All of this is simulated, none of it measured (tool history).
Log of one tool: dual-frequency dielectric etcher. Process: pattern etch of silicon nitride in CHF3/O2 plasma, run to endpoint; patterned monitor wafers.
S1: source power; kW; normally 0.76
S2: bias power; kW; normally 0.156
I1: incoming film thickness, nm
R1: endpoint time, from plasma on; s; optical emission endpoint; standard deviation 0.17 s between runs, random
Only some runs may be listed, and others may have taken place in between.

run,day,S1,S2,I1,R1
1,0,0.69,0.156,58,41.6
2,8.538,0.69,0.156,58.6,41.3
3,11.354,0.76,0.156,58.1,40.1
4,12.721,0.76,0.156,58.2,39.9
5,15.7,0.76,0.156,58.7,40.1
6,17.979,0.76,0.156,57.9,39.6
7,19.546,0.76,0.156,58,39.3
8,22.367,0.76,0.156,58.4,39.4
# day 23.929: wet clean of the chamber
9,23.95,0.76,0.175,58.7,39.4
10,25.292,0.76,0.137,58.3,42.2
# day 28.138: upper electrode replaced, of another model than before
11,28.158,0.76,0.137,57.9,41.2
12,28.754,0.76,0.138,58,41.6
13,31.358,0.76,0.156,58.2,40.3
# day 33.379: bias power generator calibrated
14,33.438,0.64,0.144,58.2,43.7
# day 34.608: source power generator calibrated
15,34.65,0.67,0.131,58.4,43.5
16,37.308,0.63,0.123,57.8,44.9
17,40.096,0.95,0.156,58.4,36.4
18,41.929,0.9,0.122,58.3,38.5
19,43.217,0.64,0.144,58.2,42.8
# day 45.325: wet clean of the chamber
20,46.212,0.94,0.156,58.2,37.1
21,47.45,0.7,0.12,58.8,44.6
22,52.688,0.76,0.156,57.7,40
23,55.154,0.6,0.194,58.3,42
24,56.596,0.76,0.156,58.3,40.1
25,59.038,0.7,0.143,58.2,41.8
26,61.938,0.62,0.185,58.7,41.4

Each run again, without the hidden state but with its own random variation kept:
Unlogged tool condition in this case: etch rate over this chamber's usual, %; source power that arrives over what is set, %; bias power that arrives over what is set, %.
run,R1
1,41.6
2,41.8
3,40.7
4,40.6
5,41
6,40.7
7,40.5
8,40.8
9,39.5
10,42.4
11,41.6
12,42
13,40.9
14,44.5
15,44.4
16,46
17,37.5
18,39.7
19,44.2
20,37.1
21,44.8
22,40.5
23,42.7
24,40.9
25,42.8
26,42.5
